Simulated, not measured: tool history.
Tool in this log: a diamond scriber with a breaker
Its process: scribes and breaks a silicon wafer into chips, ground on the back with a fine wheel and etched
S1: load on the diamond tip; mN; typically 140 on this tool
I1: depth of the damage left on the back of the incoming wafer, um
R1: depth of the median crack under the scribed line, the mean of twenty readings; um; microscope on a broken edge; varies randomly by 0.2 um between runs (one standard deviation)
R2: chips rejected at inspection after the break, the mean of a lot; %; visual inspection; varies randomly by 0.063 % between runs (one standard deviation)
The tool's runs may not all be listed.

run 1 hour=0 | S1=140 | I1=0.7 | R1=9.86 R2=5.87
run 2 hour=13.5 | S1=140 | I1=0.45 | R1=9.74 R2=5.61
run 3 hour=25.4 | S1=140 | I1=0.6 | R1=9.76 R2=5.65
run 4 hour=39.4 | S1=140 | I1=0.34 | R1=9.73 R2=6.25
run 5 hour=56.9 | S1=140 | I1=0.6 | R1=9.67 R2=6.54
run 6 hour=74.4 | S1=140 | I1=0.74 | R1=9.57 R2=6.41
run 7 hour=85.6 | S1=130 | I1=0.57 | R1=9.15 R2=9.86
run 8 hour=95.1 | S1=130 | I1=0.79 | R1=9.5 R2=10.76
run 9 hour=118.3 | S1=140 | I1=0.76 | R1=9.66 R2=7.49
run 10 hour=134.5 | S1=140 | I1=0.31 | R1=9.74 R2=7.75
run 11 hour=145.7 | S1=115 | I1=0.76 | R1=8.31 R2=19.67
run 12 hour=152.6 | S1=115 | I1=0.42 | R1=8.32 R2=18.89
run 13 hour=161.4 | S1=140 | I1=0.62 | R1=9.36 R2=7.45
run 14 hour=173.1 | S1=140 | I1=0.37 | R1=9.23 R2=7.43
run 15 hour=187.7 | S1=140 | I1=0.68 | R1=9.59 R2=7.72
run 16 hour=205.5 | S1=140 | I1=0.68 | R1=9.07 R2=9.19
run 17 hour=221.4 | S1=120 | I1=0.41 | R1=8.18 R2=19.73
run 18 hour=232.1 | S1=120 | I1=0.75 | R1=8.42 R2=20.13
run 19 hour=243.1 | S1=120 | I1=0.33 | R1=8.27 R2=18.83
run 20 hour=259.9 | S1=176 | I1=0.38 | R1=10.72 R2=1.75
run 21 hour=267.9 | S1=140 | I1=0.7 | R1=8.89 R2=10.46
run 22 hour=278.4 | S1=140 | I1=0.63 | R1=9.23 R2=10.13
run 23 hour=285.8 | S1=170 | I1=0.7 | R1=10.55 R2=2.78
run 24 hour=299.8 | S1=127 | I1=0.33 | R1=8.58 R2=15.73
run 25 hour=309.1 | S1=126 | I1=0.74 | R1=8.34 R2=16.86
run 26 hour=319.7 | S1=151 | I1=0.38 | R1=9.52 R2=6.71
run 27 hour=330.3 | S1=179 | I1=0.45 | R1=10.83 R2=1.81
run 28 hour=338.1 | S1=112 | I1=0.4 | R1=7.84 R2=26.22
run 29 hour=352.7 | S1=110 | I1=0.39 | R1=9.06 R2=11.72
run 30 hour=368.2 | S1=181 | I1=0.61 | R1=14.14 R2=9.45
run 31 hour=376.9 | S1=124 | I1=0.57 | R1=9.87 R2=4.09
run 32 hour=383.3 | S1=122 | I1=0.61 | R1=9.83 R2=5.13
run 33 hour=396.3 | S1=140 | I1=0.37 | R1=11.29 R2=1.25
run 34 hour=412.1 | S1=159 | I1=0.61 | R1=12.6 R2=3.2
run 35 hour=427 | S1=98 | I1=0.4 | R1=7.65 R2=27.76
run 36 hour=436.7 | S1=103 | I1=0.5 | R1=8.3 R2=21.92
run 37 hour=451.6 | S1=140 | I1=0.34 | R1=11.25 R2=1.25
run 38 hour=464.4 | S1=140 | I1=0.69 | R1=11.01 R2=1.37

Withheld: 2 entries from between the runs. Position of each, and hidden state at the listed run before versus the listed run after:
Runs 16 to 17: load on the tip recalibrated (hour 214.6)
  share of the diamond tip's cutting effectiveness lost through wear, %: 26 -> 26.4
  measured value less the no-hidden-state value, R1: -2.01 -> -1.86 um; R2: +7.98 -> +16.24 %
Runs 28 to 29: diamond tip replaced by a new one, of another model than before (hour 343.3)
  share of the diamond tip's cutting effectiveness lost through wear, %: 29.7 -> 1.11
  measured value less the no-hidden-state value, R1: -2.08 -> -0.07 um; R2: +20.85 -> +0.59 %

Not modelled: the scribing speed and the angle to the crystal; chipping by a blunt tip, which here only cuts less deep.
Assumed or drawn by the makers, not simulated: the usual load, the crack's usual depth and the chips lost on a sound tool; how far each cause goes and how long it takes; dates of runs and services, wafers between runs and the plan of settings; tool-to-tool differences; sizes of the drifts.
